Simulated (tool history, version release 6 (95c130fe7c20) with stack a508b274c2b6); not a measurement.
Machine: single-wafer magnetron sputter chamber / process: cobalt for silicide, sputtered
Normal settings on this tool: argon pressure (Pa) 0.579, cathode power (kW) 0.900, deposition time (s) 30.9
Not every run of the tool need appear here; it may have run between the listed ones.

run,hour,argon pressure (Pa),cathode power (kW),deposition time (s),wafers since the last listed run,wafers on the sputter target,hours since the last manometer calibration,hours since the magnet pack was replaced,hours since the gauge calibration,"read-back reference wafer on the same gauge, thickness_nm",mean film thickness on the monitor wafer (Å)
1,0.0,0.712,0.900,30.9,0,234,1136.1,8990.0,1021.0,15.207,131.68
2,70.9,0.579,0.900,30.9,1475,1709,1207.0,9060.9,1091.9,15.170,134.22
3,106.7,0.498,0.900,26.9,744,2454,1242.8,9096.7,1127.7,15.171,118.96
4,134.4,0.498,0.900,26.9,576,3031,1270.5,9124.4,1155.4,15.193,118.65
5,162.5,0.579,0.900,30.9,584,3615,1298.6,9152.5,1183.5,15.186,134.24
6,223.2,0.579,0.900,30.9,1263,4878,1359.3,9213.2,1244.2,15.181,132.28
# hour 244.1: sputter target and shields replaced
7,268.9,0.696,1.000,30.9,784,515,1405.0,9258.9,1289.9,15.191,145.75
8,296.4,0.696,1.000,30.9,572,1088,1432.5,9286.4,1317.4,15.183,147.19
9,340.3,0.579,0.900,26.7,913,2001,1476.4,9330.3,1361.3,15.197,115.95
10,396.3,0.579,0.900,30.9,1165,3166,1532.4,9386.3,1417.3,15.200,133.95
# hour 430.4: capacitance manometer re-zeroed and calibrated
11,466.9,0.579,0.900,30.9,1302,4469,36.5,9456.9,1487.9,15.196,134.05
12,502.9,0.716,0.900,34.8,749,5218,72.5,9492.9,1523.9,15.162,143.39
# hour 517.0: sputter target and shields replaced
13,557.7,0.716,0.900,34.8,973,847,127.3,9547.7,1578.7,15.188,147.48
14,696.9,0.470,0.900,30.9,2896,3744,266.5,9686.9,1717.9,15.215,137.06
15,732.9,0.656,0.900,30.9,749,4493,302.5,9722.9,1753.9,15.216,130.22
16,788.4,0.579,1.000,30.9,1154,5648,358.0,9778.4,1809.4,15.217,145.74
# hour 797.2: gauge calibrated
# hour 807.3: sputter target and shields replaced
17,830.9,0.792,0.850,34.0,717,490,400.5,9820.9,33.7,15.167,132.64
18,895.5,0.579,0.900,36.2,1344,1835,465.1,9885.5,98.3,15.205,157.18
19,966.1,0.759,0.750,30.9,1469,3304,535.7,9956.1,168.9,15.210,107.29
# hour 1006.5: magnet pack replaced
20,1034.3,0.579,0.900,32.9,1252,4556,603.9,27.8,237.1,15.206,141.16
21,1095.2,0.579,0.900,30.9,1267,5823,664.8,88.7,298.0,15.212,131.00
# hour 1113.0: sputter target and shields replaced
22,1125.2,0.786,0.850,28.6,457,253,694.8,118.7,328.0,15.163,113.00
23,1149.9,0.579,0.900,30.9,513,767,719.5,143.4,352.7,15.182,134.81
24,1207.1,0.579,0.900,33.5,1190,1957,776.7,200.6,409.9,15.203,147.32
25,1271.3,0.579,0.900,30.9,1335,3293,840.9,264.8,474.1,15.227,134.77
26,1299.9,0.719,1.050,30.9,595,3888,869.5,293.4,502.7,15.203,151.83
27,1350.7,0.579,0.750,26.9,1057,4945,920.3,344.2,553.5,15.212,96.14
# hour 1381.2: sputter target and shields replaced
28,1409.7,0.579,0.900,29.3,1061,592,979.3,403.2,612.5,15.213,128.00

A few steps of mean film thickness on the monitor wafer (Å) between consecutive runs. Split each: what settings, incoming material and random variation would produce without the hidden state, and what is left over for the hidden state, along with gauge scatter present in only one of the two compared results (measured, and without hidden state):
The hidden state here: deposition rate above that of a new target (%); true argon pressure above the setpoint (%); gauge reads high (%).
Run 16 -> 17: argon pressure (Pa) 0.579 -> 0.792, cathode power (kW) 1.000 -> 0.850, deposition time (s) 30.9 -> 34.0, gauge calibrated, sputter target and shields replaced. mean film thickness on the monitor wafer (Å) -13.10: hidden state +3.98, all else -17.08.
Run 18 -> 19: argon pressure (Pa) 0.579 -> 0.759, cathode power (kW) 0.900 -> 0.750, deposition time (s) 36.2 -> 30.9. mean film thickness on the monitor wafer (Å) -49.89: hidden state -0.36, all else -49.53.
Run 21 -> 22: argon pressure (Pa) 0.579 -> 0.786, cathode power (kW) 0.900 -> 0.850, deposition time (s) 30.9 -> 28.6, sputter target and shields replaced. mean film thickness on the monitor wafer (Å) -18.00: hidden state +4.66, all else -22.66.
Run 26 -> 27: argon pressure (Pa) 0.719 -> 0.579, cathode power (kW) 1.050 -> 0.750, deposition time (s) 30.9 -> 26.9. mean film thickness on the monitor wafer (Å) -55.69: hidden state +0.02, all else -55.71.

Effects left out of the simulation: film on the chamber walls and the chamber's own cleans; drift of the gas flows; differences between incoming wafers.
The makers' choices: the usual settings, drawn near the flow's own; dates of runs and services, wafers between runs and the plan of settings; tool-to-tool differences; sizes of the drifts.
